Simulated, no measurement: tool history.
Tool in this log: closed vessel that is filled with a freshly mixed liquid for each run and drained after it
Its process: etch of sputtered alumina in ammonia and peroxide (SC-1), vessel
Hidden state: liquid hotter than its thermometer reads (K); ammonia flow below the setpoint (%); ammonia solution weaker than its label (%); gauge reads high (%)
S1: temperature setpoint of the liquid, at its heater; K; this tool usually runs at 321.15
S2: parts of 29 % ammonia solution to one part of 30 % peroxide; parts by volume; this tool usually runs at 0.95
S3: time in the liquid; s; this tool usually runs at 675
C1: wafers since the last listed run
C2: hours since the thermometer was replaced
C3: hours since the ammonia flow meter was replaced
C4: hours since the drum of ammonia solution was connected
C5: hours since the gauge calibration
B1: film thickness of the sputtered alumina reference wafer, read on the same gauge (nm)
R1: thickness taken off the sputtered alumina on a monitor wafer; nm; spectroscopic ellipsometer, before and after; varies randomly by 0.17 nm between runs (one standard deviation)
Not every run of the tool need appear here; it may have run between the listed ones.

Run 1, day 0: usual settings; C1 0; C2 1025.1; C3 1479.7; C4 178.2; C5 143.3; B1 129.97. Result: R1 38.36 nm.
Run 2, day 0.421: usual settings; C1 687; C2 1035.2; C3 1489.8; C4 188.3; C5 153.4; B1 129.99. Result: R1 38.55 nm.
Run 3, day 0.908: usual settings; C1 796; C2 1046.9; C3 1501.5; C4 200; C5 165.1; B1 130.02. Result: R1 38.49 nm.
Run 4, day 1.467: usual settings but S2 1.2 parts by volume; C1 912; C2 1060.3; C3 1514.9; C4 213.4; C5 178.5; B1 129.98. Result: R1 39.16 nm.
Run 5, day 2.025: usual settings but S2 1.2 parts by volume; C1 912; C2 1073.7; C3 1528.3; C4 226.8; C5 191.9; B1 130.02. Result: R1 39.19 nm.
Run 6, day 2.512: usual settings but S2 1.2 parts by volume; C1 796; C2 1085.4; C3 1540; C4 238.5; C5 203.6; B1 130.05. Result: R1 39.23 nm.
Run 7, day 3.083: usual settings; C1 932; C2 1099.1; C3 1553.7; C4 252.2; C5 217.3; B1 129.97. Result: R1 38.03 nm.
Run 8, day 3.667: usual settings; C1 953; C2 1113.1; C3 1567.7; C4 266.2; C5 231.3; B1 130.04. Result: R1 38.35 nm.
Run 9, day 3.925: usual settings; C1 422; C2 1119.3; C3 1573.9; C4 272.4; C5 237.5; B1 129.93. Result: R1 38.22 nm.
Run 10, day 4.396: usual settings; C1 769; C2 1130.6; C3 1585.2; C4 283.7; C5 248.8; B1 130.02. Result: R1 38.55 nm.
Run 11, day 5.017: usual settings; C1 1014; C2 1145.5; C3 1600.1; C4 298.6; C5 263.7; B1 130.02. Result: R1 38.37 nm.
Run 12, day 5.371: usual settings but S3 455 s; C1 578; C2 1154; C3 1608.6; C4 307.1; C5 272.2; B1 129.99. Result: R1 26.09 nm.
Run 13, day 5.862: usual settings; C1 803; C2 1165.8; C3 1620.4; C4 318.9; C5 284; B1 130.01. Result: R1 38.47 nm.
At day 6.212: gauge calibrated.
Run 14, day 6.588: usual settings; C1 1184; C2 1183.2; C3 1637.8; C4 336.3; C5 9; B1 129.99. Result: R1 38.29 nm.
Run 15, day 7.275: usual settings but S1 313.65 K, S2 0.6 parts by volume, S3 990 s; C1 1123; C2 1199.7; C3 1654.3; C4 352.8; C5 25.5; B1 130. Result: R1 35.03 nm.
At day 7.55: new drum of ammonia solution connected.
Run 16, day 7.617: usual settings but S2 0.7 parts by volume; C1 490; C2 1207.9; C3 1662.5; C4 1.6; C5 33.7; B1 130.03. Result: R1 37.59 nm.
Run 17, day 7.988: usual settings but S1 323.65 K, S2 1.2 parts by volume, S3 890 s; C1 605; C2 1216.8; C3 1671.4; C4 10.5; C5 42.6; B1 129.98. Result: R1 59.06 nm.
At day 8.15: ammonia flow meter replaced.
Run 18, day 8.4: usual settings; C1 605; C2 1226.7; C3 6; C4 20.4; C5 52.5; B1 130.02. Result: R1 38.58 nm.
Run 19, day 8.829: usual settings; C1 701; C2 1237; C3 16.3; C4 30.7; C5 62.8; B1 130.03. Result: R1 38.1 nm.
Run 20, day 9.233: usual settings but S1 329.15 K, S2 0.8 parts by volume, S3 440 s; C1 660; C2 1246.7; C3 26; C4 40.4; C5 72.5; B1 129.97. Result: R1 38.12 nm.
At day 9.633: thermometer replaced.
Run 21, day 9.692: usual settings but S1 315.15 K, S2 0.65 parts by volume, S3 340 s; C1 680; C2 1.4; C3 37; C4 51.4; C5 83.5; B1 129.97. Result: R1 13.27 nm.
Run 22, day 9.954: usual settings but S2 0.5 parts by volume; C1 428; C2 7.7; C3 43.3; C4 57.7; C5 89.8; B1 129.97. Result: R1 35.98 nm.
Run 23, day 10.675: usual settings but S1 323.65 K, S3 430 s; C1 1177; C2 25; C3 60.6; C4 75; C5 107.1; B1 130.01. Result: R1 28.27 nm.
Run 24, day 11.325: usual settings but S1 313.15 K, S3 790 s; C1 1062; C2 40.6; C3 76.2; C4 90.6; C5 122.7; B1 130.01. Result: R1 28.48 nm.
Run 25, day 11.812: usual settings but S1 330.15 K, S2 1.15 parts by volume; C1 796; C2 52.3; C3 87.9; C4 102.3; C5 134.4; B1 130.01. Result: R1 63.7 nm.
Run 26, day 12.171: usual settings but S2 0.55 parts by volume; C1 585; C2 60.9; C3 96.5; C4 110.9; C5 143; B1 129.97. Result: R1 36.53 nm.
Run 27, day 12.504: usual settings but S1 313.65 K, S2 0.55 parts by volume; C1 544; C2 68.9; C3 104.5; C4 118.9; C5 151; B1 130.01. Result: R1 23.6 nm.
Run 28, day 13.017: usual settings; C1 837; C2 81.2; C3 116.8; C4 131.2; C5 163.3; B1 130.05. Result: R1 38.7 nm.

Below are 4 alternative next runs, each starting from the tool's condition after run 28. Predict each:
Run A, day 13.05: usual settings; C1 54; C2 82; C3 117.6; C4 132; C5 164.1; B1 ?. Result: R1 ?.
Run B, day 13.05: usual settings but S1 318.65 K, S2 1.05 parts by volume, S3 275 s; C1 54; C2 82; C3 117.6; C4 132; C5 164.1; B1 ?. Result: R1 ?.
Run C, day 13.05: usual settings but S2 1.2 parts by volume, S3 880 s; C1 54; C2 82; C3 117.6; C4 132; C5 164.1; B1 ?. Result: R1 ?.
Run D, day 13.05: usual settings but S1 330.65 K; C1 54; C2 82; C3 117.6; C4 132; C5 164.1; B1 ?. Result: R1 ?.

run      B1     R1
  A  130.01  38.41
  B  130.01  13.73
  C  130.01   51.2
  D  130.01  64.13
What these runs would have given with no unlogged condition in the tool:
run     R1
  A  38.41
  B  13.73
  C   51.2
  D  64.13
